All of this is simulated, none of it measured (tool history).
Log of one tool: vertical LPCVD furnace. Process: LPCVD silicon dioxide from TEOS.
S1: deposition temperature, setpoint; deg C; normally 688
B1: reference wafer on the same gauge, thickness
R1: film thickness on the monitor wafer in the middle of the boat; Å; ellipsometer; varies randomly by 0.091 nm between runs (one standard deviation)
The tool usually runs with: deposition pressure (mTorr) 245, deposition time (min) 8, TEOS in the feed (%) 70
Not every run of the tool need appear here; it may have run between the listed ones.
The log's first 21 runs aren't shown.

run 22 hour=1056.6 | S1=688 deposition_pressure_(mTorr)=245 deposition_time_(min)=8 TEOS_in_the_feed_(%)=70 | B1=36.11 | R1=424.4
run 23 hour=1106 | S1=688 deposition_pressure_(mTorr)=245 deposition_time_(min)=8 TEOS_in_the_feed_(%)=70 | B1=36.1 | R1=423.3
run 24 hour=1147.3 | S1=696 deposition_pressure_(mTorr)=195 deposition_time_(min)=8 TEOS_in_the_feed_(%)=70 | B1=36.13 | R1=457.7
run 25 hour=1171.9 | S1=688 deposition_pressure_(mTorr)=285 deposition_time_(min)=8 TEOS_in_the_feed_(%)=70 | B1=36.12 | R1=456.5
run 26 hour=1211.2 | S1=688 deposition_pressure_(mTorr)=215 deposition_time_(min)=8 TEOS_in_the_feed_(%)=74 | B1=36.1 | R1=406.8
run 27 hour=1254.4 | S1=688 deposition_pressure_(mTorr)=200 deposition_time_(min)=8 TEOS_in_the_feed_(%)=70 | B1=36.09 | R1=383.3
run 28 hour=1312.2 | S1=696 deposition_pressure_(mTorr)=290 deposition_time_(min)=8 TEOS_in_the_feed_(%)=70 | B1=36.11 | R1=558.8
run 29 hour=1360.5 | S1=695 deposition_pressure_(mTorr)=275 deposition_time_(min)=6.5 TEOS_in_the_feed_(%)=63 | B1=36.09 | R1=408.5
run 30 hour=1418.7 | S1=694 deposition_pressure_(mTorr)=205 deposition_time_(min)=8 TEOS_in_the_feed_(%)=70 | B1=36.1 | R1=449.1
run 31 hour=1476 | S1=692 deposition_pressure_(mTorr)=260 deposition_time_(min)=7 TEOS_in_the_feed_(%)=70 | B1=36.09 | R1=421.2
run 32 hour=1528.4 | S1=688 deposition_pressure_(mTorr)=245 deposition_time_(min)=8 TEOS_in_the_feed_(%)=70 | B1=36.09 | R1=425.6

Alternative continuations, all from the tool just after run 32; predict every row:
run A hour=1532.3 | S1=688 deposition_pressure_(mTorr)=245 deposition_time_(min)=8 TEOS_in_the_feed_(%)=64 | B1=? | R1=?
run B hour=1532.3 | S1=688 deposition_pressure_(mTorr)=245 deposition_time_(min)=8 TEOS_in_the_feed_(%)=83 | B1=? | R1=?
run C hour=1532.3 | S1=684 deposition_pressure_(mTorr)=245 deposition_time_(min)=10 TEOS_in_the_feed_(%)=60 | B1=? | R1=?

run=A B1=36.1 R1=406.7
run=B B1=36.1 R1=463.1
run=C B1=36.1 R1=447.2
Had the tool no hidden state, the same runs would have come out as:
run=A R1=403.2
run=B R1=459.2
run=C R1=443.4

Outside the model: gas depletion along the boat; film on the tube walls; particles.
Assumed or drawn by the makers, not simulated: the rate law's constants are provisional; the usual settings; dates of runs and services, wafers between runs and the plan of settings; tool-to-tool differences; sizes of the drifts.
